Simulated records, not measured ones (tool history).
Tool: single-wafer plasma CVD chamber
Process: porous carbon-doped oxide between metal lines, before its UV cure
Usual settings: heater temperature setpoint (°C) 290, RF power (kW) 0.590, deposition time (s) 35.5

run,hour,heater temperature setpoint (°C),RF power (kW),deposition time (s),wafers since the last listed run,hours since the last thermocouple change,hours since the last RF generator calibration,hours since the showerhead was replaced,hours since the gauge calibration,"read-back reference wafer on the same gauge, thickness_nm",mean film thickness on the monitor wafer (nm)
1,0.0,278,0.590,31.9,0,388.4,924.1,6399.1,885.9,222.842,204.870
# hour 15.2: RF generator calibrated
2,67.7,290,0.590,37.8,1505,456.1,52.5,6466.8,953.6,223.494,221.397
3,174.0,290,0.590,37.8,2681,562.4,158.8,6573.1,1059.9,223.223,222.532
4,304.9,290,0.590,37.8,3301,693.3,289.7,6704.0,1190.8,223.078,220.883
5,345.7,290,0.590,30.5,1029,734.1,330.5,6744.8,1231.6,223.199,181.430
6,485.8,290,0.590,30.5,3533,874.2,470.6,6884.9,1371.7,223.296,179.257
# hour 535.5: gauge calibrated
7,567.7,290,0.590,35.5,2065,956.1,552.5,6966.8,32.2,223.078,207.356
8,604.7,290,0.590,32.4,933,993.1,589.5,7003.8,69.2,222.770,189.533
9,674.2,290,0.590,32.4,1753,1062.6,659.0,7073.3,138.7,223.324,190.138
10,716.9,296,0.590,35.5,1077,1105.3,701.7,7116.0,181.4,222.726,198.071
# hour 793.3: showerhead replaced
11,796.9,296,0.590,35.5,1816,1185.3,781.7,3.6,261.4,222.899,199.302
12,868.2,290,0.590,39.8,1798,1256.6,853.0,74.9,332.7,222.420,229.879
13,933.4,301,0.590,35.5,1644,1321.8,918.2,140.1,397.9,223.066,191.818
# hour 963.6: thermocouple changed; heater temperature recalibrated
# hour 1015.0: RF generator calibrated
14,1036.9,282,0.505,39.1,2207,73.3,21.9,243.6,501.4,222.326,222.944
15,1140.9,299,0.625,33.6,2623,177.3,125.9,347.6,605.4,223.449,197.567
16,1212.9,290,0.590,32.4,1816,249.3,197.9,419.6,677.4,222.471,194.640
17,1317.7,290,0.590,35.5,2643,354.1,302.7,524.4,782.2,222.677,212.206
18,1355.3,280,0.620,35.5,948,391.7,340.3,562.0,819.8,223.473,234.328
19,1412.0,304,0.560,35.5,1430,448.4,397.0,618.7,876.5,223.261,185.693
20,1450.7,298,0.515,35.5,976,487.1,435.7,657.4,915.2,223.359,182.204
21,1536.6,290,0.640,31.3,2166,573.0,521.6,743.3,1001.1,223.396,197.149
22,1574.9,304,0.590,35.5,966,611.3,559.9,781.6,1039.4,223.428,192.726

Run 23 comes next. What will it give?
23,1639.0,290,0.530,28.7,1616,675.4,624.0,845.7,1103.5,?,?

{"run 23": {"read-back reference wafer on the same gauge, thickness_nm": 222.572, "mean film thickness on the monitor wafer (nm)": 159.087}}
Without the tool's hidden state the same run would have given mean film thickness on the monitor wafer (nm) 160.369.
